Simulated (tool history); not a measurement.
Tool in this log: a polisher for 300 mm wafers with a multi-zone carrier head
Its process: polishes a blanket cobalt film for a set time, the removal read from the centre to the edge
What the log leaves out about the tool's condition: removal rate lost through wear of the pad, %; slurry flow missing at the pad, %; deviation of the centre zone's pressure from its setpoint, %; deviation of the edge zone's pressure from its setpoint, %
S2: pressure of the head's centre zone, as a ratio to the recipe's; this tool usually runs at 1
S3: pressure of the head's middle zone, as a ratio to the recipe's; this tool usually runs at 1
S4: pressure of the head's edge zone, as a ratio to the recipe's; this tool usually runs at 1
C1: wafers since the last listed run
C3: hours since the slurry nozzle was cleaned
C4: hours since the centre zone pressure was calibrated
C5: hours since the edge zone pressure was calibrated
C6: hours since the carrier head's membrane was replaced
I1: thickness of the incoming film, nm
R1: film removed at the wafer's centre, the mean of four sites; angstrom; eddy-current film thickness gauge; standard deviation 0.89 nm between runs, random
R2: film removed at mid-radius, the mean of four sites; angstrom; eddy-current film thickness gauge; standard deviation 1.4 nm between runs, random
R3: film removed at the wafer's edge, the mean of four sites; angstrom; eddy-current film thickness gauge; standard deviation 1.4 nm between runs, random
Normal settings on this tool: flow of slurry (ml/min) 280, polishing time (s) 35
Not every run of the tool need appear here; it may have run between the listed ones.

Run 1, hour 0: usual settings but S2 1.09, S4 0.89; C1 0; wafers polished on this pad 3077; C3 466.8; C4 32; C5 29.9; C6 394.1; I1 856.6. Result: R1 1069 angstrom, R2 1026 angstrom, R3 954 angstrom.
Run 2, hour 62.2: usual settings; C1 630; wafers polished on this pad 3707; C3 529; C4 94.2; C5 92.1; C6 456.3; I1 857.6. Result: R1 968 angstrom, R2 1028 angstrom, R3 1025 angstrom.
Run 3, hour 116.7: usual settings but flow of slurry (ml/min) 245, S2 1.12, S3 1.08, S4 1.04; C1 552; wafers polished on this pad 4260; C3 583.5; C4 148.7; C5 146.6; C6 510.8; I1 841.8. Result: R1 1053 angstrom, R2 1084 angstrom, R3 1010 angstrom.
Run 4, hour 177.7: usual settings but flow of slurry (ml/min) 355, S3 1.05, S4 1.08; C1 618; wafers polished on this pad 4878; C3 644.5; C4 209.7; C5 207.6; C6 571.8; I1 845.1. Result: R1 1024 angstrom, R2 1098 angstrom, R3 1099 angstrom.
At hour 272.2: slurry nozzle cleaned.
Run 5, hour 273.5: usual settings; C1 960; wafers polished on this pad 5838; C3 1.3; C4 305.5; C5 303.4; C6 667.6; I1 856.6. Result: R1 1057 angstrom, R2 1084 angstrom, R3 1093 angstrom.
Run 6, hour 318.6: usual settings; C1 456; wafers polished on this pad 6295; C3 46.4; C4 350.6; C5 348.5; C6 712.7; I1 841.9. Result: R1 1069 angstrom, R2 1115 angstrom, R3 1082 angstrom.
Run 7, hour 410.9: usual settings but flow of slurry (ml/min) 320, S4 1.05, polishing time (s) 26; C1 935; wafers polished on this pad 7230; C3 138.7; C4 442.9; C5 440.8; C6 805; I1 861.6. Result: R1 785 angstrom, R2 829 angstrom, R3 824 angstrom.
At hour 440.8: worn pad replaced by a new one.
Run 8, hour 501.7: usual settings but S4 1.06, polishing time (s) 43; C1 879; wafers polished on this pad 617; C3 229.5; C4 533.7; C5 531.6; C6 895.8; I1 841.7. Result: R1 1263 angstrom, R2 1312 angstrom, R3 1356 angstrom.
Run 9, hour 591.3: usual settings but S3 1.04, polishing time (s) 29; C1 907; wafers polished on this pad 1525; C3 319.1; C4 623.3; C5 621.2; C6 985.4; I1 851.6. Result: R1 836 angstrom, R2 922 angstrom, R3 878 angstrom.
At hour 663: edge zone pressure recalibrated.
Run 10, hour 717.7: usual settings; C1 1260; wafers polished on this pad 2785; C3 445.5; C4 749.7; C5 54.7; C6 1111.8; I1 854.9. Result: R1 985 angstrom, R2 1054 angstrom, R3 1026 angstrom.
Run 11, hour 755.1: usual settings but flow of slurry (ml/min) 320; C1 378; wafers polished on this pad 3164; C3 482.9; C4 787.1; C5 92.1; C6 1149.2; I1 836.4. Result: R1 1015 angstrom, R2 1092 angstrom, R3 1048 angstrom.
Run 12, hour 807.4: usual settings but S2 1.09; C1 529; wafers polished on this pad 3694; C3 535.2; C4 839.4; C5 144.4; C6 1201.5; I1 840.5. Result: R1 1085 angstrom, R2 1040 angstrom, R3 1041 angstrom.
At hour 819.3: centre zone pressure recalibrated.
Run 13, hour 855.2: usual settings but flow of slurry (ml/min) 195, S3 1.08; C1 464; wafers polished on this pad 4158; C3 583; C4 35.9; C5 192.2; C6 1249.3; I1 847.5. Result: R1 907 angstrom, R2 1018 angstrom, R3 973 angstrom.
Run 14, hour 947.2: usual settings but S4 1.1; C1 932; wafers polished on this pad 5090; C3 675; C4 127.9; C5 284.2; C6 1341.3; I1 856.5. Result: R1 982 angstrom, R2 1043 angstrom, R3 1071 angstrom.
Run 15, hour 1014.7: usual settings but flow of slurry (ml/min) 255, S3 1.09, S4 0.9, polishing time (s) 26; C1 683; wafers polished on this pad 5774; C3 742.5; C4 195.4; C5 351.7; C6 1408.8; I1 845.7. Result: R1 717 angstrom, R2 813 angstrom, R3 701 angstrom.
At hour 1037.2: carrier head's membrane replaced by a new one.
Run 16, hour 1067.6: usual settings but S2 1.07, S3 1.1; C1 485; wafers polished on this pad 6260; C3 795.4; C4 248.3; C5 404.6; C6 30.4; I1 851.9. Result: R1 1037 angstrom, R2 1122 angstrom, R3 1028 angstrom.
At hour 1127.6: slurry nozzle cleaned.
Run 17, hour 1139.8: usual settings; C1 721; wafers polished on this pad 6981; C3 12.2; C4 320.5; C5 476.8; C6 102.6; I1 840.9. Result: R1 1047 angstrom, R2 1101 angstrom, R3 1096 angstrom.
At hour 1180.8: worn pad replaced by a new one.
Run 18, hour 1205: usual settings but S2 0.96, S4 0.91; C1 620; wafers polished on this pad 244; C3 77.4; C4 385.7; C5 542; C6 167.8; I1 839.2. Result: R1 996 angstrom, R2 1088 angstrom, R3 1034 angstrom.
Run 19, hour 1308.8: usual settings but flow of slurry (ml/min) 335, S4 1.04; C1 1051; wafers polished on this pad 1296; C3 181.2; C4 489.5; C5 645.8; C6 271.6; I1 865.8. Result: R1 1041 angstrom, R2 1103 angstrom, R3 1107 angstrom.
Run 20, hour 1369: usual settings but S3 0.92, S4 0.93; C1 609; wafers polished on this pad 1906; C3 241.4; C4 549.7; C5 706; C6 331.8; I1 853. Result: R1 1037 angstrom, R2 987 angstrom, R3 1029 angstrom.
Run 21, hour 1409.4: usual settings but S3 0.97, S4 0.95; C1 409; wafers polished on this pad 2315; C3 281.8; C4 590.1; C5 746.4; C6 372.2; I1 842.4. Result: R1 1016 angstrom, R2 1028 angstrom, R3 1039 angstrom.

5 options for the next run, each taken on its own from the tool as it stands now. Forecast them:
Run A, hour 1409.8: usual settings but S4 1.08; C1 4; wafers polished on this pad 2319; C3 282.2; C4 590.5; C5 746.8; C6 372.6; I1 833.3. Result: R1 ?, R2 ?, R3 ?.
Run B, hour 1409.8: usual settings but flow of slurry (ml/min) 240, S2 0.97; C1 4; wafers polished on this pad 2319; C3 282.2; C4 590.5; C5 746.8; C6 372.6; I1 833.3. Result: R1 ?, R2 ?, R3 ?.
Run C, hour 1409.8: usual settings but S4 0.92; C1 4; wafers polished on this pad 2319; C3 282.2; C4 590.5; C5 746.8; C6 372.6; I1 833.3. Result: R1 ?, R2 ?, R3 ?.
Run D, hour 1409.8: usual settings but flow of slurry (ml/min) 220, S3 0.91; C1 4; wafers polished on this pad 2319; C3 282.2; C4 590.5; C5 746.8; C6 372.6; I1 833.3. Result: R1 ?, R2 ?, R3 ?.
Run E, hour 1409.8: usual settings but S3 0.94; C1 4; wafers polished on this pad 2319; C3 282.2; C4 590.5; C5 746.8; C6 372.6; I1 833.3. Result: R1 ?, R2 ?, R3 ?.

run    R1    R2    R3
  A  1008  1037  1099
  B   948  1010  1038
  C  1008  1037  1017
  D   958   917  1026
  E  1007   985  1059
What these runs would have given with no unlogged condition in the tool:
run    R1    R2    R3
  A  1056  1081  1134
  B  1002  1061  1076
  C  1056  1081  1050
  D  1018   968  1067
  E  1055  1027  1093

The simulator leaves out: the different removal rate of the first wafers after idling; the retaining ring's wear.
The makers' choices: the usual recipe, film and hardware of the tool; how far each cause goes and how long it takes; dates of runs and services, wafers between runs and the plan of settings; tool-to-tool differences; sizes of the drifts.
